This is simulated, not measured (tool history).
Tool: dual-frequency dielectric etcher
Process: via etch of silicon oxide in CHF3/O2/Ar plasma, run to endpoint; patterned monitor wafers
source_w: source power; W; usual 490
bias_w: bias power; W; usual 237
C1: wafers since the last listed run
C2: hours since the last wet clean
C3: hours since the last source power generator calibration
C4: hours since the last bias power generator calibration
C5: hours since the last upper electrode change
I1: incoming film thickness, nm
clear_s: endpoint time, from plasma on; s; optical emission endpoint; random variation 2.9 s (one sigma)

Run 1, hour 0: usual settings but source_w 580 W; C1 0; C2 261.5; C3 2469.4; C4 3094.6; C5 3784.4; I1 841.4. Result: clear_s 429 s.
Run 2, hour 28.2: usual settings but bias_w 275 W; C1 112; C2 289.7; C3 2497.6; C4 3122.8; C5 3812.6; I1 834.7. Result: clear_s 445.2 s.
Run 3, hour 61.3: usual settings but bias_w 275 W; C1 131; C2 322.8; C3 2530.7; C4 3155.9; C5 3845.7; I1 842.8. Result: clear_s 450.3 s.
Run 4, hour 90.4: usual settings; C1 115; C2 351.9; C3 2559.8; C4 3185; C5 3874.8; I1 836. Result: clear_s 474.7 s.
At hour 131.2: wet clean of the chamber.
At hour 133.9: source power generator calibrated.
Run 5, hour 134.4: usual settings; C1 68; C2 3.2; C3 0.5; C4 3229; C5 3918.8; I1 841.2. Result: clear_s 463.4 s.
Run 6, hour 135.6: usual settings; C1 4; C2 4.4; C3 1.7; C4 3230.2; C5 3920; I1 841.7. Result: clear_s 461.3 s.
Run 7, hour 159.4: usual settings; C1 94; C2 28.2; C3 25.5; C4 3254; C5 3943.8; I1 840.4. Result: clear_s 469.3 s.
Run 8, hour 178.1: usual settings; C1 74; C2 46.9; C3 44.2; C4 3272.7; C5 3962.5; I1 831.2. Result: clear_s 468.9 s.
Run 9, hour 191.6: usual settings; C1 53; C2 60.4; C3 57.7; C4 3286.2; C5 3976; I1 839.7. Result: clear_s 462.8 s.
Run 10, hour 203.7: usual settings; C1 48; C2 72.5; C3 69.8; C4 3298.3; C5 3988.1; I1 831.9. Result: clear_s 466.8 s.
Run 11, hour 220.3: usual settings; C1 65; C2 89.1; C3 86.4; C4 3314.9; C5 4004.7; I1 841.1. Result: clear_s 463.6 s.
Run 12, hour 241.5: usual settings; C1 84; C2 110.3; C3 107.6; C4 3336.1; C5 4025.9; I1 835.6. Result: clear_s 464.9 s.
At hour 280.7: upper electrode replaced.
Run 13, hour 281.2: usual settings; C1 62; C2 150; C3 147.3; C4 3375.8; C5 0.5; I1 831.9. Result: clear_s 465.3 s.
Run 14, hour 299.8: usual settings; C1 73; C2 168.6; C3 165.9; C4 3394.4; C5 19.1; I1 839. Result: clear_s 468 s.
Run 15, hour 321.8: usual settings but bias_w 219 W; C1 87; C2 190.6; C3 187.9; C4 3416.4; C5 41.1; I1 833.2. Result: clear_s 475.5 s.
At hour 330: bias power generator calibrated.
Run 16, hour 351.1: usual settings; C1 100; C2 219.9; C3 217.2; C4 21.1; C5 70.4; I1 834.8. Result: clear_s 464.8 s.
Run 17, hour 386.2: usual settings; C1 139; C2 255; C3 252.3; C4 56.2; C5 105.5; I1 834.9. Result: clear_s 471.2 s.
Run 18, hour 409.6: usual settings but bias_w 261 W; C1 93; C2 278.4; C3 275.7; C4 79.6; C5 128.9; I1 846.5. Result: clear_s 462.2 s.
Run 19, hour 423.5: usual settings but source_w 370 W, bias_w 257 W; C1 55; C2 292.3; C3 289.6; C4 93.5; C5 142.8; I1 839.3. Result: clear_s 552.1 s.
Run 20, hour 455.1: usual settings but source_w 580 W, bias_w 179 W; C1 125; C2 323.9; C3 321.2; C4 125.1; C5 174.4; I1 838.4. Result: clear_s 472.1 s.
Run 21, hour 468.6: usual settings but source_w 420 W, bias_w 256 W; C1 53; C2 337.4; C3 334.7; C4 138.6; C5 187.9; I1 833.4. Result: clear_s 504.8 s.
Run 22, hour 501.3: usual settings but bias_w 255 W; C1 129; C2 370.1; C3 367.4; C4 171.3; C5 220.6; I1 837.1. Result: clear_s 461.2 s.
Run 23, hour 530.1: usual settings; C1 114; C2 398.9; C3 396.2; C4 200.1; C5 249.4; I1 841.8. Result: clear_s 484.7 s.
Run 24, hour 563.9: usual settings; C1 134; C2 432.7; C3 430; C4 233.9; C5 283.2; I1 840.2. Result: clear_s 480.3 s.
At hour 611.9: wet clean of the chamber.
Run 25, hour 612.4: usual settings but source_w 390 W, bias_w 254 W; C1 97; C2 0.5; C3 478.5; C4 282.4; C5 331.7; I1 846.2. Result: clear_s 534.4 s.
Run 26, hour 621.4: usual settings; C1 35; C2 9.5; C3 487.5; C4 291.4; C5 340.7; I1 821.4. Result: clear_s 451.7 s.
Run 27, hour 640.2: usual settings but bias_w 207 W; C1 74; C2 28.3; C3 506.3; C4 310.2; C5 359.5; I1 840.3. Result: clear_s 487.3 s.
Run 28, hour 710: usual settings but bias_w 265 W; C1 277; C2 98.1; C3 576.1; C4 380; C5 429.3; I1 837.7. Result: clear_s 447.4 s.
Run 29, hour 745.8: usual settings but bias_w 182 W; C1 142; C2 133.9; C3 611.9; C4 415.8; C5 465.1; I1 831. Result: clear_s 504 s.
Run 30, hour 764.7: usual settings but source_w 540 W; C1 75; C2 152.8; C3 630.8; C4 434.7; C5 484; I1 846.2. Result: clear_s 447.2 s.
Run 31, hour 785: usual settings but source_w 460 W, bias_w 284 W; C1 80; C2 173.1; C3 651.1; C4 455; C5 504.3; I1 836.1. Result: clear_s 451.5 s.
Run 32, hour 827.7: usual settings; C1 169; C2 215.8; C3 693.8; C4 497.7; C5 547; I1 835.2. Result: clear_s 466.5 s.
Run 33, hour 857: usual settings; C1 116; C2 245.1; C3 723.1; C4 527; C5 576.3; I1 838.9. Result: clear_s 473.7 s.
Run 34, hour 874.8: usual settings but source_w 400 W; C1 70; C2 262.9; C3 740.9; C4 544.8; C5 594.1; I1 838.8. Result: clear_s 539.8 s.
Run 35, hour 894.1: usual settings but bias_w 295 W; C1 76; C2 282.2; C3 760.2; C4 564.1; C5 613.4; I1 837. Result: clear_s 439 s.
Run 36, hour 916.6: usual settings but bias_w 203 W; C1 89; C2 304.7; C3 782.7; C4 586.6; C5 635.9; I1 839.7. Result: clear_s 497.5 s.

The same runs without the tool's hidden state, with the same run-to-run variation:
The hidden state here: etch rate over this chamber's usual, %; source power that arrives over what is set, %; bias power that arrives over what is set, %.
run  clear_s
  1    421.5
  2    436.7
  3    440.7
  4    463.7
  5    461.9
  6    459.8
  7    466.9
  8      466
  9    459.5
 10    463.1
 11    459.5
 12      460
 13    459.2
 14    461.3
 15      468
 16    456.6
 17    461.8
 18    452.2
 19    539.7
 20    460.5
 21    491.9
 22    448.4
 23    470.3
 24      465
 25      533
 26    450.3
 27    485.1
 28    443.4
 29    498.2
 30    441.5
 31    445.2
 32    458.6
 33    464.8
 34      529
 35    429.6
 36    486.1

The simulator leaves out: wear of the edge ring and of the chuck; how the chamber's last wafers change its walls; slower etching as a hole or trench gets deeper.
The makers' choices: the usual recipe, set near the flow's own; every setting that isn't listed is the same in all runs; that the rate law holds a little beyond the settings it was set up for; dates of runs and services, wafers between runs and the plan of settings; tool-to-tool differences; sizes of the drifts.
